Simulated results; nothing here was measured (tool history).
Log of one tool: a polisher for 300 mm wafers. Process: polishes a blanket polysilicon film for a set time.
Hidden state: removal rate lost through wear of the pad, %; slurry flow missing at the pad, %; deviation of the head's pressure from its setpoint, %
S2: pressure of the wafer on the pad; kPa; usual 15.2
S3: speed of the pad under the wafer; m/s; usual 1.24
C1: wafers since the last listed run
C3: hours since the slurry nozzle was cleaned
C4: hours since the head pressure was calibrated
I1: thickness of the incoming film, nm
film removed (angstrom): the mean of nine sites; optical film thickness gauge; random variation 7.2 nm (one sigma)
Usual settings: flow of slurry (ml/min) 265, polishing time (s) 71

Run 1, day 0.000: usual settings; C1 0; wafers polished on this pad 721; C3 619.1; C4 406.5; I1 1607.5. Result: film removed (angstrom) 6501.
At day 0.467: worn pad replaced by a new one.
Run 2, day 0.638: usual settings but S2 12.4 kPa; C1 130; wafers polished on this pad 47; C3 634.4; C4 421.8; I1 1594.7. Result: film removed (angstrom) 5837.
Run 3, day 2.829: usual settings but S2 12.4 kPa; C1 608; wafers polished on this pad 656; C3 687.0; C4 474.4; I1 1598.3. Result: film removed (angstrom) 5830.
At day 3.625: worn pad replaced by a new one.
Run 4, day 3.738: usual settings but S2 12.4 kPa; C1 206; wafers polished on this pad 31; C3 708.8; C4 496.2; I1 1622.8. Result: film removed (angstrom) 5843.
At day 4.404: head pressure recalibrated.
Run 5, day 4.854: usual settings; C1 287; wafers polished on this pad 318; C3 735.6; C4 10.8; I1 1594.7. Result: film removed (angstrom) 6594.
At day 5.192: slurry nozzle cleaned.
Run 6, day 6.225: usual settings; C1 369; wafers polished on this pad 687; C3 24.8; C4 43.7; I1 1628.1. Result: film removed (angstrom) 6541.
At day 6.871: worn pad replaced by a new one.
Run 7, day 7.550: usual settings; C1 321; wafers polished on this pad 188; C3 56.6; C4 75.5; I1 1591.2. Result: film removed (angstrom) 6661.
Run 8, day 8.358: usual settings but S2 20.7 kPa, polishing time (s) 54; C1 224; wafers polished on this pad 413; C3 76.0; C4 94.9; I1 1606.0. Result: film removed (angstrom) 6107.

The next listed run, before its measurement:
Run 9, day 9.117: usual settings but flow of slurry (ml/min) 190, S2 13.1 kPa, polishing time (s) 90; C1 210; wafers polished on this pad 624; C3 94.2; C4 113.1; I1 1612.2. Result: film removed (angstrom) ?.

Run 9 gave film removed (angstrom) 7353.
Without the tool's hidden state the same run would have given film removed (angstrom) 7353.
